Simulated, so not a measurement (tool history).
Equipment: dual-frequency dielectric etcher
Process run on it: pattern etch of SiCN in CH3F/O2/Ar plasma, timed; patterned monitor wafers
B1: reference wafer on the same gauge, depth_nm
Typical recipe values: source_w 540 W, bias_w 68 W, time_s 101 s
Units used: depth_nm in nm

run 1 hour=0 | source_w=540 bias_w=68 time_s=115 | B1=36.89 | depth_nm=46.76
run 2 hour=157.2 | source_w=540 bias_w=68 time_s=115 | B1=37 | depth_nm=46.72
run 3 hour=210.2 | source_w=540 bias_w=68 time_s=115 | B1=37.12 | depth_nm=46.79
-- hour=241.4 source power generator calibrated
run 4 hour=266.4 | source_w=540 bias_w=68 time_s=101 | B1=37.19 | depth_nm=41.59
-- hour=307.5 wet clean of the chamber
run 5 hour=308.9 | source_w=540 bias_w=68 time_s=101 | B1=37.27 | depth_nm=41.65
run 6 hour=357.2 | source_w=540 bias_w=68 time_s=101 | B1=37.4 | depth_nm=41.24
run 7 hour=385.6 | source_w=540 bias_w=68 time_s=101 | B1=37.45 | depth_nm=41.78
-- hour=391.1 bias power generator calibrated
run 8 hour=424 | source_w=590 bias_w=68 time_s=101 | B1=37.58 | depth_nm=43.17
run 9 hour=465 | source_w=670 bias_w=83 time_s=82.5 | B1=37.7 | depth_nm=39.08
-- hour=489.9 gauge calibrated
run 10 hour=496 | source_w=580 bias_w=85 time_s=101 | B1=36.93 | depth_nm=44.99
-- hour=547 upper electrode replaced
run 11 hour=552 | source_w=540 bias_w=59 time_s=101 | B1=36.93 | depth_nm=39.93
run 12 hour=579 | source_w=540 bias_w=83 time_s=101 | B1=37.01 | depth_nm=42.81
run 13 hour=623.2 | source_w=540 bias_w=68 time_s=101 | B1=37.02 | depth_nm=41.11
run 14 hour=659.1 | source_w=430 bias_w=68 time_s=101 | B1=36.99 | depth_nm=37.53
run 15 hour=693.6 | source_w=540 bias_w=68 time_s=101 | B1=36.99 | depth_nm=41.25

Each run again, without the hidden state but with its own random variation kept:
Hidden state present: etch rate over this chamber's usual, %; source power that arrives over what is set, %; bias power that arrives over what is set, %; gauge reads high (%).
run=1 depth_nm=46.79
run=2 depth_nm=46.57
run=3 depth_nm=46.54
run=4 depth_nm=41.25
run=5 depth_nm=41.23
run=6 depth_nm=40.7
run=7 depth_nm=41.15
run=8 depth_nm=42.4
run=9 depth_nm=38.27
run=10 depth_nm=44.95
run=11 depth_nm=39.89
run=12 depth_nm=42.74
run=13 depth_nm=41.02
run=14 depth_nm=37.41
run=15 depth_nm=41.09
